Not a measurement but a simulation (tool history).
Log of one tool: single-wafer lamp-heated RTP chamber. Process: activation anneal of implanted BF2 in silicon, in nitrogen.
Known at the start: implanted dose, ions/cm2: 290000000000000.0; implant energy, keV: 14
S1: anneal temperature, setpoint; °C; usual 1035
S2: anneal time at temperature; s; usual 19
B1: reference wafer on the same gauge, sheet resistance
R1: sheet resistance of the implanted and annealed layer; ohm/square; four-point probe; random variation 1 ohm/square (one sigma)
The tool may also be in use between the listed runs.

{"run": 1, "day": 0.0, "S1": 1035, "S2": 22, "B1": 422.03, "R1": 372.41}
{"run": 2, "day": 1.004, "S1": 1035, "S2": 22, "B1": 422.02, "R1": 371.91}
{"run": 3, "day": 2.154, "S1": 1035, "S2": 22, "B1": 422.03, "R1": 374.22}
{"run": 4, "day": 3.054, "S1": 1035, "S2": 25, "B1": 422.15, "R1": 370.0}
{"run": 5, "day": 3.962, "S1": 1035, "S2": 25, "B1": 421.84, "R1": 369.95}
{"run": 6, "day": 4.908, "S1": 1035, "S2": 25, "B1": 422.14, "R1": 371.03}
{"run": 7, "day": 6.108, "S1": 1042, "S2": 19, "B1": 421.83, "R1": 370.17}
{"run": 8, "day": 7.146, "S1": 1042, "S2": 19, "B1": 422.01, "R1": 373.0}
{"run": 9, "day": 7.846, "S1": 1042, "S2": 19, "B1": 421.92, "R1": 373.64}
{"run": 10, "day": 8.871, "S1": 1013, "S2": 26, "B1": 422.09, "R1": 374.68}
{"run": 11, "day": 10.062, "S1": 1062, "S2": 11, "B1": 422.19, "R1": 371.84}
{"run": 12, "day": 11.429, "S1": 1053, "S2": 26, "B1": 421.94, "R1": 363.2}
{"run": 13, "day": 12.329, "S1": 1062, "S2": 11, "B1": 422.32, "R1": 371.95}
{"run": 14, "day": 13.4, "S1": 1057, "S2": 26, "B1": 422.03, "R1": 363.03}
{"run": 15, "day": 14.467, "S1": 1015, "S2": 19, "B1": 422.07, "R1": 377.47}
{"run": 16, "day": 15.65, "S1": 1011, "S2": 19, "B1": 421.95, "R1": 376.8}
{"run": 17, "day": 16.317, "S1": 1035, "S2": 25, "B1": 421.84, "R1": 367.83}
{"run": 18, "day": 17.392, "S1": 1035, "S2": 19, "B1": 422.31, "R1": 373.69}
{"run": 19, "day": 18.4, "S1": 1026, "S2": 30, "B1": 422.07, "R1": 369.77}

Taken out of this log: 3 entries between the listed runs. Where each belongs, and how the hidden state differs across it:
Between runs 7 and 8: reflector plate cleaned (day 6.808)
  no hidden state differs between the two runs
Between runs 13 and 14: pyrometer window cleaned and pyrometer calibrated (day 13.179)
  no hidden state differs between the two runs
Between runs 14 and 15: gauge calibrated (day 13.483)
  no hidden state differs between the two runs

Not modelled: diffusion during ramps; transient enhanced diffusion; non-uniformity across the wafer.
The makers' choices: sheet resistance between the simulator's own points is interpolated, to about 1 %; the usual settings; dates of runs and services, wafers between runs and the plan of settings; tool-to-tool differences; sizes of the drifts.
